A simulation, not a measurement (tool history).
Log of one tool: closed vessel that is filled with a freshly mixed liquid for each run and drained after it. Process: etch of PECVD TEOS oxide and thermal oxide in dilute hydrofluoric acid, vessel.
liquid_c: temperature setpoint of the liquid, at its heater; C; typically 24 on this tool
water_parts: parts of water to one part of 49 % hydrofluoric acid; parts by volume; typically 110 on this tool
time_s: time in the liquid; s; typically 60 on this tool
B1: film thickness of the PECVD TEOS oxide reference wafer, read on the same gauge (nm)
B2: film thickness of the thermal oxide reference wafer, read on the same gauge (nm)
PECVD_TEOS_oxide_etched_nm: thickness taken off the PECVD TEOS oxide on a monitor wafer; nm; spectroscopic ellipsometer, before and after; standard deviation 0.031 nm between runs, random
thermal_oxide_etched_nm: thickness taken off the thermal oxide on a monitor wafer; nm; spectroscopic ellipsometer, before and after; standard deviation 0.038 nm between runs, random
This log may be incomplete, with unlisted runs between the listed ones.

Run 1, hour 0: usual settings but water_parts 70 parts by volume; B1 89.99; B2 80. Result: PECVD_TEOS_oxide_etched_nm 13.02 nm, thermal_oxide_etched_nm 4.107 nm.
Run 2, hour 30.2: usual settings but water_parts 135 parts by volume; B1 90; B2 80.001. Result: PECVD_TEOS_oxide_etched_nm 6.25 nm, thermal_oxide_etched_nm 2.018 nm.
Run 3, hour 157.7: usual settings but water_parts 135 parts by volume; B1 90.01; B2 79.999. Result: PECVD_TEOS_oxide_etched_nm 6.21 nm, thermal_oxide_etched_nm 2.016 nm.
Run 4, hour 185.2: usual settings; B1 89.99; B2 80.02. Result: PECVD_TEOS_oxide_etched_nm 7.87 nm, thermal_oxide_etched_nm 2.562 nm.
Run 5, hour 243.1: usual settings; B1 90; B2 79.96. Result: PECVD_TEOS_oxide_etched_nm 7.85 nm, thermal_oxide_etched_nm 2.482 nm.
Run 6, hour 277.7: usual settings; B1 90.01; B2 79.975. Result: PECVD_TEOS_oxide_etched_nm 7.9 nm, thermal_oxide_etched_nm 2.525 nm.
At hour 305.2: thermometer replaced.
Run 7, hour 320.6: usual settings; B1 89.99; B2 79.936. Result: PECVD_TEOS_oxide_etched_nm 7.86 nm, thermal_oxide_etched_nm 2.441 nm.
Run 8, hour 357.8: usual settings but water_parts 95 parts by volume; B1 89.98; B2 80.051. Result: PECVD_TEOS_oxide_etched_nm 9.27 nm, thermal_oxide_etched_nm 2.946 nm.
At hour 399.5: gauge calibrated.
Run 9, hour 409.8: usual settings but water_parts 95 parts by volume; B1 89.98; B2 79.97. Result: PECVD_TEOS_oxide_etched_nm 9.32 nm, thermal_oxide_etched_nm 2.919 nm.
Run 10, hour 469.8: usual settings; B1 89.99; B2 80.009. Result: PECVD_TEOS_oxide_etched_nm 7.83 nm, thermal_oxide_etched_nm 2.557 nm.
Run 11, hour 534.4: usual settings but water_parts 65 parts by volume; B1 89.97; B2 80. Result: PECVD_TEOS_oxide_etched_nm 14.04 nm, thermal_oxide_etched_nm 4.453 nm.
Run 12, hour 689.2: usual settings; B1 90; B2 80.047. Result: PECVD_TEOS_oxide_etched_nm 7.87 nm, thermal_oxide_etched_nm 2.508 nm.
Run 13, hour 720.5: usual settings but water_parts 90 parts by volume, time_s 45 s; B1 89.96; B2 79.996. Result: PECVD_TEOS_oxide_etched_nm 7.43 nm, thermal_oxide_etched_nm 2.37 nm.
Run 14, hour 768.4: usual settings but time_s 75 s; B1 90; B2 80.038. Result: PECVD_TEOS_oxide_etched_nm 9.89 nm, thermal_oxide_etched_nm 3.133 nm.
At hour 830.2: hydrofluoric acid flow meter replaced.
Run 15, hour 834.5: usual settings but liquid_c 26.5 C, water_parts 130 parts by volume, time_s 90 s; B1 90; B2 79.967. Result: PECVD_TEOS_oxide_etched_nm 10.72 nm, thermal_oxide_etched_nm 3.346 nm.
Run 16, hour 885.7: usual settings; B1 89.97; B2 79.988. Result: PECVD_TEOS_oxide_etched_nm 7.9 nm, thermal_oxide_etched_nm 2.539 nm.
Run 17, hour 929.5: usual settings but liquid_c 27.5 C, time_s 50 s; B1 90.03; B2 79.982. Result: PECVD_TEOS_oxide_etched_nm 7.48 nm, thermal_oxide_etched_nm 2.497 nm.
Run 18, hour 997.9: usual settings but liquid_c 27 C, water_parts 70 parts by volume, time_s 90 s; B1 89.99; B2 79.967. Result: PECVD_TEOS_oxide_etched_nm 22.03 nm, thermal_oxide_etched_nm 7.078 nm.
Run 19, hour 1031.3: usual settings but liquid_c 19 C, water_parts 145 parts by volume, time_s 50 s; B1 89.97; B2 79.944. Result: PECVD_TEOS_oxide_etched_nm 3.93 nm, thermal_oxide_etched_nm 1.264 nm.
Run 20, hour 1090.4: usual settings but liquid_c 28 C, water_parts 150 parts by volume, time_s 80 s; B1 89.99; B2 79.995. Result: PECVD_TEOS_oxide_etched_nm 8.5 nm, thermal_oxide_etched_nm 2.825 nm.
Run 21, hour 1150.5: usual settings; B1 90; B2 80.045. Result: PECVD_TEOS_oxide_etched_nm 7.88 nm, thermal_oxide_etched_nm 2.533 nm.
Run 22, hour 1183.8: usual settings but liquid_c 20 C, water_parts 165 parts by volume, time_s 85 s; B1 90.02; B2 79.995. Result: PECVD_TEOS_oxide_etched_nm 5.96 nm, thermal_oxide_etched_nm 1.887 nm.
Run 23, hour 1249.8: usual settings but time_s 45 s; B1 90; B2 80.009. Result: PECVD_TEOS_oxide_etched_nm 5.88 nm, thermal_oxide_etched_nm 1.86 nm.
Run 24, hour 1306.4: usual settings but water_parts 85 parts by volume; B1 89.97; B2 79.998. Result: PECVD_TEOS_oxide_etched_nm 10.49 nm, thermal_oxide_etched_nm 3.321 nm.
Run 25, hour 1363.5: usual settings; B1 89.97; B2 80.006. Result: PECVD_TEOS_oxide_etched_nm 7.85 nm, thermal_oxide_etched_nm 2.496 nm.

Each row is a separate what-if for the run after 25, all from the same tool condition, not one after another. Results?
Run A, hour 1364.2: usual settings; B1 ?; B2 ?. Result: PECVD_TEOS_oxide_etched_nm ?, thermal_oxide_etched_nm ?.
Run B, hour 1364.2: usual settings but liquid_c 26.5 C, water_parts 135 parts by volume, time_s 50 s; B1 ?; B2 ?. Result: PECVD_TEOS_oxide_etched_nm ?, thermal_oxide_etched_nm ?.
Run C, hour 1364.2: usual settings but water_parts 90 parts by volume, time_s 90 s; B1 ?; B2 ?. Result: PECVD_TEOS_oxide_etched_nm ?, thermal_oxide_etched_nm ?.
Run D, hour 1364.2: usual settings but liquid_c 21 C; B1 ?; B2 ?. Result: PECVD_TEOS_oxide_etched_nm ?, thermal_oxide_etched_nm ?.
Run E, hour 1364.2: usual settings but water_parts 75 parts by volume, time_s 30 s; B1 ?; B2 ?. Result: PECVD_TEOS_oxide_etched_nm ?, thermal_oxide_etched_nm ?.

run     B1      B2  PECVD_TEOS_oxide_etched_nm  thermal_oxide_etched_nm
  A  90.04  79.996                        7.84                    2.508
  B  90.04  79.996                        5.69                    1.818
  C  90.04  79.996                       14.73                    4.712
  D  90.04  79.996                        6.96                    2.225
  E  90.04  79.996                        6.01                    1.921
Had the tool no hidden state, the same runs would have come out as:
run  PECVD_TEOS_oxide_etched_nm  thermal_oxide_etched_nm
  A                        7.84                    2.508
  B                        5.69                    1.818
  C                       14.73                    4.712
  D                        6.96                    2.225
  E                        6.01                    1.921
